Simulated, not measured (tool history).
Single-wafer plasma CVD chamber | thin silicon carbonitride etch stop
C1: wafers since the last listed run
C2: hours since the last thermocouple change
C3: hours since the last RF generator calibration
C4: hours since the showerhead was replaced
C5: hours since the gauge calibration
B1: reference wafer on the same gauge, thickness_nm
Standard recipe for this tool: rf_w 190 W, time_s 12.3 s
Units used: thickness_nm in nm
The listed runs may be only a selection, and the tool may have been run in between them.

{"run": 1, "day": 0.0, "rf_w": 190, "time_s": 12.3, "C1": 0, "C2": 1363.7, "C3": 1633.2, "C4": 5749.7, "C5": 929.8, "B1": 7.078, "thickness_nm": 7.315}
{"run": 2, "day": 1.788, "rf_w": 165, "time_s": 12.3, "C1": 817, "C2": 1406.6, "C3": 1676.1, "C4": 5792.6, "C5": 972.7, "B1": 7.08, "thickness_nm": 6.976}
{"run": 3, "day": 4.771, "rf_w": 165, "time_s": 12.3, "C1": 1364, "C2": 1478.2, "C3": 1747.7, "C4": 5864.2, "C5": 1044.3, "B1": 7.08, "thickness_nm": 6.952}
{"run": 4, "day": 6.721, "rf_w": 165, "time_s": 12.3, "C1": 891, "C2": 1525.0, "C3": 1794.5, "C4": 5911.0, "C5": 1091.1, "B1": 7.08, "thickness_nm": 6.955}
{"run": 5, "day": 7.862, "rf_w": 190, "time_s": 12.3, "C1": 522, "C2": 1552.4, "C3": 1821.9, "C4": 5938.4, "C5": 1118.5, "B1": 7.078, "thickness_nm": 7.302}
{"run": 6, "day": 9.25, "rf_w": 190, "time_s": 12.3, "C1": 634, "C2": 1585.7, "C3": 1855.2, "C4": 5971.7, "C5": 1151.8, "B1": 7.081, "thickness_nm": 7.304}
{"run": 7, "day": 11.421, "rf_w": 220, "time_s": 10.5, "C1": 992, "C2": 1637.8, "C3": 1907.3, "C4": 6023.8, "C5": 1203.9, "B1": 7.077, "thickness_nm": 6.52}
{"run": 8, "day": 13.45, "rf_w": 220, "time_s": 12.3, "C1": 927, "C2": 1686.5, "C3": 1956.0, "C4": 6072.5, "C5": 1252.6, "B1": 7.079, "thickness_nm": 7.658}
{"run": 9, "day": 15.875, "rf_w": 190, "time_s": 11.4, "C1": 1108, "C2": 1744.7, "C3": 2014.2, "C4": 6130.7, "C5": 1310.8, "B1": 7.08, "thickness_nm": 6.728}
{"run": 10, "day": 18.6, "rf_w": 190, "time_s": 11.4, "C1": 1246, "C2": 1810.1, "C3": 2079.6, "C4": 6196.1, "C5": 1376.2, "B1": 7.078, "thickness_nm": 6.717}
{"run": 11, "day": 20.492, "rf_w": 190, "time_s": 12.3, "C1": 865, "C2": 1855.5, "C3": 2125.0, "C4": 6241.5, "C5": 1421.6, "B1": 7.08, "thickness_nm": 7.281}
{"run": 12, "day": 21.921, "rf_w": 190, "time_s": 12.3, "C1": 653, "C2": 1889.8, "C3": 2159.3, "C4": 6275.8, "C5": 1455.9, "B1": 7.079, "thickness_nm": 7.261}
{"run": 13, "day": 23.879, "rf_w": 190, "time_s": 12.3, "C1": 895, "C2": 1936.8, "C3": 2206.3, "C4": 6322.8, "C5": 1502.9, "B1": 7.079, "thickness_nm": 7.249}
{"run": 14, "day": 25.221, "rf_w": 220, "time_s": 10.9, "C1": 613, "C2": 1969.0, "C3": 2238.5, "C4": 6355.0, "C5": 1535.1, "B1": 7.081, "thickness_nm": 6.767}
{"day": 27.371, "done": "showerhead replaced"}
{"run": 15, "day": 27.392, "rf_w": 220, "time_s": 10.9, "C1": 840, "C2": 2021.1, "C3": 2290.6, "C4": 0.5, "C5": 1587.2, "B1": 7.079, "thickness_nm": 6.757}
{"day": 28.133, "done": "thermocouple changed; heater temperature recalibrated"}
{"run": 16, "day": 30.212, "rf_w": 220, "time_s": 10.9, "C1": 1137, "C2": 49.9, "C3": 2358.3, "C4": 68.2, "C5": 1654.9, "B1": 7.079, "thickness_nm": 6.759}
{"run": 17, "day": 32.904, "rf_w": 190, "time_s": 12.3, "C1": 1230, "C2": 114.5, "C3": 2422.9, "C4": 132.8, "C5": 1719.5, "B1": 7.08, "thickness_nm": 7.237}
{"run": 18, "day": 34.483, "rf_w": 215, "time_s": 12.3, "C1": 722, "C2": 152.4, "C3": 2460.8, "C4": 170.7, "C5": 1757.4, "B1": 7.081, "thickness_nm": 7.553}
{"run": 19, "day": 36.183, "rf_w": 210, "time_s": 13.8, "C1": 777, "C2": 193.2, "C3": 2501.6, "C4": 211.5, "C5": 1798.2, "B1": 7.081, "thickness_nm": 8.386}
{"run": 20, "day": 37.2, "rf_w": 190, "time_s": 10.4, "C1": 464, "C2": 217.6, "C3": 2526.0, "C4": 235.9, "C5": 1822.6, "B1": 7.082, "thickness_nm": 6.116}
{"run": 21, "day": 39.154, "rf_w": 190, "time_s": 12.9, "C1": 893, "C2": 264.5, "C3": 2572.9, "C4": 282.8, "C5": 1869.5, "B1": 7.08, "thickness_nm": 7.581}
{"day": 41.421, "done": "RF generator calibrated"}
{"run": 22, "day": 41.658, "rf_w": 190, "time_s": 11.1, "C1": 992, "C2": 324.6, "C3": 5.7, "C4": 342.9, "C5": 1929.6, "B1": 7.079, "thickness_nm": 6.615}
{"day": 42.721, "done": "gauge calibrated"}
{"run": 23, "day": 43.338, "rf_w": 210, "time_s": 10.7, "C1": 767, "C2": 364.9, "C3": 46.0, "C4": 383.2, "C5": 14.8, "B1": 7.078, "thickness_nm": 6.611}
{"run": 24, "day": 46.088, "rf_w": 190, "time_s": 12.3, "C1": 1257, "C2": 430.9, "C3": 112.0, "C4": 449.2, "C5": 80.8, "B1": 7.083, "thickness_nm": 7.35}
{"run": 25, "day": 48.367, "rf_w": 225, "time_s": 13.7, "C1": 1042, "C2": 485.6, "C3": 166.7, "C4": 503.9, "C5": 135.5, "B1": 7.077, "thickness_nm": 8.654}
{"run": 26, "day": 49.525, "rf_w": 190, "time_s": 12.3, "C1": 529, "C2": 513.4, "C3": 194.5, "C4": 531.7, "C5": 163.3, "B1": 7.079, "thickness_nm": 7.325}
{"run": 27, "day": 51.275, "rf_w": 210, "time_s": 10.3, "C1": 800, "C2": 555.4, "C3": 236.5, "C4": 573.7, "C5": 205.3, "B1": 7.08, "thickness_nm": 6.364}
{"run": 28, "day": 52.6, "rf_w": 190, "time_s": 12.3, "C1": 605, "C2": 587.2, "C3": 268.3, "C4": 605.5, "C5": 237.1, "B1": 7.078, "thickness_nm": 7.331}
{"run": 29, "day": 55.488, "rf_w": 190, "time_s": 10.7, "C1": 1320, "C2": 656.5, "C3": 337.6, "C4": 674.8, "C5": 306.4, "B1": 7.081, "thickness_nm": 6.388}
{"run": 30, "day": 57.612, "rf_w": 155, "time_s": 11.1, "C1": 971, "C2": 707.5, "C3": 388.6, "C4": 725.8, "C5": 357.4, "B1": 7.079, "thickness_nm": 6.2}
{"run": 31, "day": 60.212, "rf_w": 160, "time_s": 14.3, "C1": 1188, "C2": 769.9, "C3": 451.0, "C4": 788.2, "C5": 419.8, "B1": 7.081, "thickness_nm": 8.065}
{"run": 32, "day": 63.154, "rf_w": 190, "time_s": 12.3, "C1": 1345, "C2": 840.5, "C3": 521.6, "C4": 858.8, "C5": 490.4, "B1": 7.077, "thickness_nm": 7.344}
{"run": 33, "day": 64.338, "rf_w": 165, "time_s": 11.2, "C1": 541, "C2": 868.9, "C3": 550.0, "C4": 887.2, "C5": 518.8, "B1": 7.08, "thickness_nm": 6.366}
{"run": 34, "day": 65.796, "rf_w": 170, "time_s": 13.6, "C1": 666, "C2": 903.9, "C3": 585.0, "C4": 922.2, "C5": 553.8, "B1": 7.077, "thickness_nm": 7.825}
{"run": 35, "day": 67.683, "rf_w": 190, "time_s": 10.7, "C1": 863, "C2": 949.2, "C3": 630.3, "C4": 967.5, "C5": 599.1, "B1": 7.081, "thickness_nm": 6.389}
{"run": 36, "day": 70.146, "rf_w": 165, "time_s": 13.4, "C1": 1126, "C2": 1008.3, "C3": 689.4, "C4": 1026.6, "C5": 658.2, "B1": 7.078, "thickness_nm": 7.613}

The same runs without the tool's hidden state, with the same run-to-run variation:
The hidden state here: wafer temperature above the value expected at the setpoint (K); delivered RF power above the setpoint (%); gauge reads high (%).
run=1 thickness_nm=7.359
run=2 thickness_nm=7.019
run=3 thickness_nm=6.999
run=4 thickness_nm=7.005
run=5 thickness_nm=7.356
run=6 thickness_nm=7.359
run=7 thickness_nm=6.572
run=8 thickness_nm=7.723
run=9 thickness_nm=6.789
run=10 thickness_nm=6.781
run=11 thickness_nm=7.353
run=12 thickness_nm=7.336
run=13 thickness_nm=7.327
run=14 thickness_nm=6.841
run=15 thickness_nm=6.835
run=16 thickness_nm=6.841
run=17 thickness_nm=7.330
run=18 thickness_nm=7.653
run=19 thickness_nm=8.501
run=20 thickness_nm=6.202
run=21 thickness_nm=7.691
run=22 thickness_nm=6.617
run=23 thickness_nm=6.614
run=24 thickness_nm=7.352
run=25 thickness_nm=8.658
run=26 thickness_nm=7.328
run=27 thickness_nm=6.367
run=28 thickness_nm=7.334
run=29 thickness_nm=6.392
run=30 thickness_nm=6.204
run=31 thickness_nm=8.071
run=32 thickness_nm=7.350
run=33 thickness_nm=6.372
run=34 thickness_nm=7.833
run=35 thickness_nm=6.396
run=36 thickness_nm=7.623
